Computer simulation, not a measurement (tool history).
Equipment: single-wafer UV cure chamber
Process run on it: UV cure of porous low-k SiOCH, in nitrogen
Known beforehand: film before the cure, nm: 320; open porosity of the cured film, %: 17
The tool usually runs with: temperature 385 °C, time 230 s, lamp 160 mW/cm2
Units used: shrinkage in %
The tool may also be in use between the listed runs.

run	hour	temperature	time	lamp	shrinkage
1	0.0	385	230	160	11.306
2	74.2	385	230	160	10.930
3	142.1	385	230	160	11.180
# hour 158.0: quartz window cleaned
4	205.2	385	230	160	10.767
5	257.9	385	230	160	11.035
6	318.4	385	230	160	10.602
7	379.1	385	230	160	10.151
8	433.7	385	230	135	9.524
# hour 470.8: UV bulbs replaced
9	505.6	375	230	160	11.836
10	574.5	373	230	182	12.346

Estimate the outcome of run 11 from the log above:
11	617.5	385	230	160	?

{"run 11": {"shrinkage": 11.915}}
If the tool had no hidden condition, the same run with the same run-to-run variation would have returned shrinkage 11.971 %.
